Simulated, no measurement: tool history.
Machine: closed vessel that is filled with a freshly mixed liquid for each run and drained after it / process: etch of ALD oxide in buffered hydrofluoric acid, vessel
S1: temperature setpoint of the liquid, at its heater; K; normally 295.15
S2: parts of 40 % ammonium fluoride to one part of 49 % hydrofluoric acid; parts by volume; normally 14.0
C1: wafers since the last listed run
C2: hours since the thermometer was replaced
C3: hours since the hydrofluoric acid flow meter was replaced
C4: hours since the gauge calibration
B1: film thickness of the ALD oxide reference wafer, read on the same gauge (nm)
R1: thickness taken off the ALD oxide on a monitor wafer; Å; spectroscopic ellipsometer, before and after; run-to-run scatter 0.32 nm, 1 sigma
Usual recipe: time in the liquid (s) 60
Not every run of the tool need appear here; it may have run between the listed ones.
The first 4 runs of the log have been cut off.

{"run": 5, "hour": 52.9, "S1": 295.15, "S2": 14.0, "time in the liquid (s)": 60, "C1": 2022, "C2": 3027.6, "C3": 2479.5, "C4": 100.1, "B1": 110.0, "R1": 827.8}
{"run": 6, "hour": 65.0, "S1": 295.15, "S2": 14.0, "time in the liquid (s)": 60, "C1": 1382, "C2": 3039.7, "C3": 2491.6, "C4": 112.2, "B1": 109.99, "R1": 826.2}
{"run": 7, "hour": 81.9, "S1": 295.15, "S2": 14.0, "time in the liquid (s)": 60, "C1": 1931, "C2": 3056.6, "C3": 2508.5, "C4": 129.1, "B1": 109.99, "R1": 819.6}
{"run": 8, "hour": 97.3, "S1": 295.15, "S2": 14.0, "time in the liquid (s)": 60, "C1": 1760, "C2": 3072.0, "C3": 2523.9, "C4": 144.5, "B1": 109.99, "R1": 829.0}
{"run": 9, "hour": 105.4, "S1": 292.65, "S2": 14.0, "time in the liquid (s)": 75, "C1": 925, "C2": 3080.1, "C3": 2532.0, "C4": 152.6, "B1": 109.97, "R1": 890.9}
{"run": 10, "hour": 118.8, "S1": 295.15, "S2": 14.0, "time in the liquid (s)": 60, "C1": 1531, "C2": 3093.5, "C3": 2545.4, "C4": 166.0, "B1": 110.02, "R1": 819.6}
{"run": 11, "hour": 128.2, "S1": 295.15, "S2": 14.0, "time in the liquid (s)": 60, "C1": 1074, "C2": 3102.9, "C3": 2554.8, "C4": 175.4, "B1": 110.0, "R1": 827.5}
{"run": 12, "hour": 140.5, "S1": 295.15, "S2": 14.0, "time in the liquid (s)": 60, "C1": 1405, "C2": 3115.2, "C3": 2567.1, "C4": 187.7, "B1": 110.03, "R1": 825.7}
{"hour": 146.6, "done": "hydrofluoric acid flow meter replaced"}
{"run": 13, "hour": 152.6, "S1": 295.15, "S2": 14.0, "time in the liquid (s)": 60, "C1": 1268, "C2": 3127.3, "C3": 6.0, "C4": 199.8, "B1": 109.99, "R1": 730.9}
{"run": 14, "hour": 168.7, "S1": 295.15, "S2": 14.0, "time in the liquid (s)": 60, "C1": 1840, "C2": 3143.4, "C3": 22.1, "C4": 215.9, "B1": 110.02, "R1": 725.9}
{"hour": 169.8, "done": "gauge calibrated"}
{"run": 15, "hour": 182.7, "S1": 295.15, "S2": 14.0, "time in the liquid (s)": 70, "C1": 1600, "C2": 3157.4, "C3": 36.1, "C4": 12.9, "B1": 109.97, "R1": 850.2}
{"run": 16, "hour": 196.6, "S1": 292.65, "S2": 14.0, "time in the liquid (s)": 75, "C1": 1588, "C2": 3171.3, "C3": 50.0, "C4": 26.8, "B1": 110.01, "R1": 794.0}
{"run": 17, "hour": 221.4, "S1": 295.15, "S2": 12.0, "time in the liquid (s)": 60, "C1": 2834, "C2": 3196.1, "C3": 74.8, "C4": 51.6, "B1": 110.02, "R1": 846.2}
{"run": 18, "hour": 227.7, "S1": 293.15, "S2": 16.5, "time in the liquid (s)": 60, "C1": 720, "C2": 3202.4, "C3": 81.1, "C4": 57.9, "B1": 109.98, "R1": 553.1}
{"run": 19, "hour": 239.9, "S1": 295.15, "S2": 14.0, "time in the liquid (s)": 60, "C1": 1394, "C2": 3214.6, "C3": 93.3, "C4": 70.1, "B1": 110.02, "R1": 734.5}
{"hour": 250.1, "done": "thermometer replaced"}
{"run": 20, "hour": 251.0, "S1": 292.65, "S2": 14.0, "time in the liquid (s)": 60, "C1": 1154, "C2": 0.9, "C3": 104.4, "C4": 81.2, "B1": 110.01, "R1": 736.6}
{"run": 21, "hour": 268.2, "S1": 297.15, "S2": 14.0, "time in the liquid (s)": 90, "C1": 1965, "C2": 18.1, "C3": 121.6, "C4": 98.4, "B1": 110.02, "R1": 1419.5}
{"run": 22, "hour": 281.9, "S1": 298.15, "S2": 14.0, "time in the liquid (s)": 80, "C1": 1565, "C2": 31.8, "C3": 135.3, "C4": 112.1, "B1": 110.01, "R1": 1333.5}

The next listed run, before its measurement:
{"run": 23, "hour": 295.9, "S1": 298.15, "S2": 14.0, "time in the liquid (s)": 75, "C1": 1600, "C2": 45.8, "C3": 149.3, "C4": 126.1, "B1": "?", "R1": "?"}

{"run 23": {"B1": 109.97, "R1": 1243.9}}
The same run, on a tool lacking any hidden state, would have yielded R1 1241.4 Å.
